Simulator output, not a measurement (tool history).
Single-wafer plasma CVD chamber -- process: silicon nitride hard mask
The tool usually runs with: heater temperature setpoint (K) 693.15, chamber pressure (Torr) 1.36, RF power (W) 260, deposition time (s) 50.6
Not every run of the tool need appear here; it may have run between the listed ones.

| run | day | heater temperature setpoint (K) | chamber pressure (Torr) | RF power (W) | deposition time (s) | read-back reference wafer on the same gauge, thickness_nm | mean film thickness on the monitor wafer (Å) |
|---|---|---|---|---|---|---|---|
| 1 | 0 | 693.15 | 1.1 | 280 | 50.6 | 58.31 | 493.17 |
| 2 | 2.854 | 693.15 | 1.1 | 280 | 50.6 | 58.152 | 501.73 |
| 3 | 4.558 | 693.15 | 1.1 | 280 | 50.6 | 59.625 | 514.33 |
| 4 | 13.362 | 703.15 | 1.36 | 260 | 50.6 | 58.616 | 516.58 |
| 5 | 14.746 | 703.15 | 1.36 | 260 | 50.6 | 58.65 | 512.99 |
| 6 | 17.312 | 703.15 | 1.36 | 260 | 50.6 | 58.597 | 515.09 |
| 7 | 18.342 | 693.15 | 1.36 | 260 | 50.6 | 58.568 | 516.19 |
| 8 | 20.146 | 693.15 | 1.36 | 260 | 50.6 | 58.573 | 509.18 |
| 9 | 23.279 | 693.15 | 1.36 | 260 | 50.6 | 58.347 | 512.33 |
| 10 | 24.433 | 693.15 | 1.36 | 260 | 50.6 | 58.315 | 510.62 |
| 11 | 25.517 | 693.15 | 1.36 | 260 | 50.6 | 58.38 | 517.63 |
| 12 | 30.546 | 693.15 | 1.18 | 215 | 45.4 | 59.913 | 410.83 |
| 13 | 32.675 | 693.15 | 1.36 | 260 | 50.6 | 59.53 | 525.12 |
| 14 | 34.946 | 707.15 | 1.36 | 260 | 50.6 | 59.15 | 518.99 |
| 15 | 37.246 | 693.15 | 1.69 | 260 | 55.1 | 58.951 | 606.94 |
| 16 | 38.883 | 707.15 | 1.36 | 225 | 42 | 58.808 | 392.39 |
| 17 | 39.946 | 701.15 | 1.68 | 260 | 50.6 | 58.846 | 557.13 |
| 18 | 46.546 | 697.15 | 1.63 | 260 | 46.5 | 58.449 | 500.64 |
| 19 | 49.158 | 700.15 | 1.36 | 260 | 50.6 | 58.638 | 509.93 |

Not shown here: 6 entries made in the log between runs. Locate each between two listed runs and compare the hidden state at the listed run before it with the hidden state at the listed run after it:
Run 2 -> run 3: gauge calibrated (day 4.308)
  gauge reads high (%): -2.23 -> 0.15
  difference, measured minus the result without the unlogged condition, mean film thickness on the monitor wafer (Å): -11.44 -> +0.77
Run 8 -> run 9: showerhead replaced (day 23.258)
  gauge reads high (%): -1.91 -> -2.02
  difference, measured minus the result without the unlogged condition, mean film thickness on the monitor wafer (Å): -9.89 -> -10.57
Run 9 -> run 10: capacitance manometer re-zeroed and calibrated (day 24)
  gauge reads high (%): -2.02 -> -2.05
  difference, measured minus the result without the unlogged condition, mean film thickness on the monitor wafer (Å): -10.57 -> -10.7
Run 11 -> run 12: gauge calibrated (day 30.312)
  gauge reads high (%): -2.08 -> 0.429
  difference, measured minus the result without the unlogged condition, mean film thickness on the monitor wafer (Å): -11 -> +1.76
Run 13 -> run 14: thermocouple changed; heater temperature recalibrated (day 33.542)
  gauge reads high (%): -0.124 -> -0.575
  difference, measured minus the result without the unlogged condition, mean film thickness on the monitor wafer (Å): -0.65 -> -3.01
Run 15 -> run 16: RF generator calibrated (day 38.862)
  gauge reads high (%): -0.921 -> -1.12
  difference, measured minus the result without the unlogged condition, mean film thickness on the monitor wafer (Å): -5.64 -> -4.42

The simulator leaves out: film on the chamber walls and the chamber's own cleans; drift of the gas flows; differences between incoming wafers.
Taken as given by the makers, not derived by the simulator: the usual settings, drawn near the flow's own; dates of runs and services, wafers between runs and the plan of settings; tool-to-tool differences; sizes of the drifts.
